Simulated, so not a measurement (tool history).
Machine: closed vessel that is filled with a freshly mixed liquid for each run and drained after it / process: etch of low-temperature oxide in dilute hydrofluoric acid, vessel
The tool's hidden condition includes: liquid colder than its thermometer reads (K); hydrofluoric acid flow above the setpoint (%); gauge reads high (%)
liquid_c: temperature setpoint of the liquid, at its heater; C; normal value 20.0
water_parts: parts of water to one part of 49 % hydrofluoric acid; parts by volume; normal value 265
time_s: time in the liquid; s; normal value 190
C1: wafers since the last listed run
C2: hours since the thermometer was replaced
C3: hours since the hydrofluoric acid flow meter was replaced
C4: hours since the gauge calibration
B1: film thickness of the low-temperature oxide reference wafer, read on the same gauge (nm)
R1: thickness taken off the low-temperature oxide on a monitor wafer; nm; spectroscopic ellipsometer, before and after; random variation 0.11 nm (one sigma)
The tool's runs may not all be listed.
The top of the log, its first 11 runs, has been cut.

run 12 hour=791.3 | liquid_c=18.5 water_parts=330 time_s=90 | C1=9063 C2=450.0 C3=343.5 C4=2156.7 | B1=120.06 | R1=4.24
run 13 hour=872.0 | liquid_c=20.0 water_parts=265 time_s=190 | C1=10389 C2=530.7 C3=424.2 C4=2237.4 | B1=119.98 | R1=12.57
-- hour=903.7 gauge calibrated
run 14 hour=922.9 | liquid_c=17.0 water_parts=265 time_s=285 | C1=6552 C2=581.6 C3=475.1 C4=19.2 | B1=120.01 | R1=16.76
run 15 hour=987.9 | liquid_c=21.5 water_parts=335 time_s=190 | C1=8368 C2=646.6 C3=540.1 C4=84.2 | B1=120.04 | R1=9.80
run 16 hour=1027.9 | liquid_c=17.0 water_parts=355 time_s=90 | C1=5149 C2=686.6 C3=580.1 C4=124.2 | B1=120.00 | R1=3.76
run 17 hour=1065.3 | liquid_c=24.0 water_parts=190 time_s=125 | C1=4814 C2=724.0 C3=617.5 C4=161.6 | B1=119.96 | R1=14.58
run 18 hour=1121.7 | liquid_c=17.0 water_parts=385 time_s=220 | C1=7260 C2=780.4 C3=673.9 C4=218.0 | B1=120.03 | R1=8.36
run 19 hour=1222.5 | liquid_c=20.0 water_parts=265 time_s=290 | C1=12976 C2=881.2 C3=774.7 C4=318.8 | B1=119.98 | R1=19.67
run 20 hour=1271.3 | liquid_c=18.0 water_parts=190 time_s=190 | C1=6282 C2=930.0 C3=823.5 C4=367.6 | B1=119.97 | R1=17.66
-- hour=1334.8 hydrofluoric acid flow meter replaced
run 21 hour=1335.3 | liquid_c=24.5 water_parts=265 time_s=190 | C1=8110 C2=994.0 C3=0.5 C4=431.6 | B1=120.03 | R1=13.82
run 22 hour=1392.4 | liquid_c=18.5 water_parts=265 time_s=190 | C1=7351 C2=1051.1 C3=57.6 C4=488.7 | B1=120.01 | R1=11.13
run 23 hour=1481.2 | liquid_c=20.0 water_parts=265 time_s=190 | C1=11432 C2=1139.9 C3=146.4 C4=577.5 | B1=119.99 | R1=11.97
run 24 hour=1534.8 | liquid_c=20.0 water_parts=175 time_s=255 | C1=6900 C2=1193.5 C3=200.0 C4=631.1 | B1=120.00 | R1=26.71

Run 25 has not been measured yet. What should we expect?
-- hour=1562.9 thermometer replaced
run 25 hour=1588.5 | liquid_c=23.0 water_parts=265 time_s=190 | C1=6784 C2=25.6 C3=253.7 C4=684.8 | B1=? | R1=?

Run 25 gave B1 119.99, R1 13.82 nm.
Were there no unlogged condition in the tool, this run, its random variation unchanged, would have produced R1 13.08 nm.

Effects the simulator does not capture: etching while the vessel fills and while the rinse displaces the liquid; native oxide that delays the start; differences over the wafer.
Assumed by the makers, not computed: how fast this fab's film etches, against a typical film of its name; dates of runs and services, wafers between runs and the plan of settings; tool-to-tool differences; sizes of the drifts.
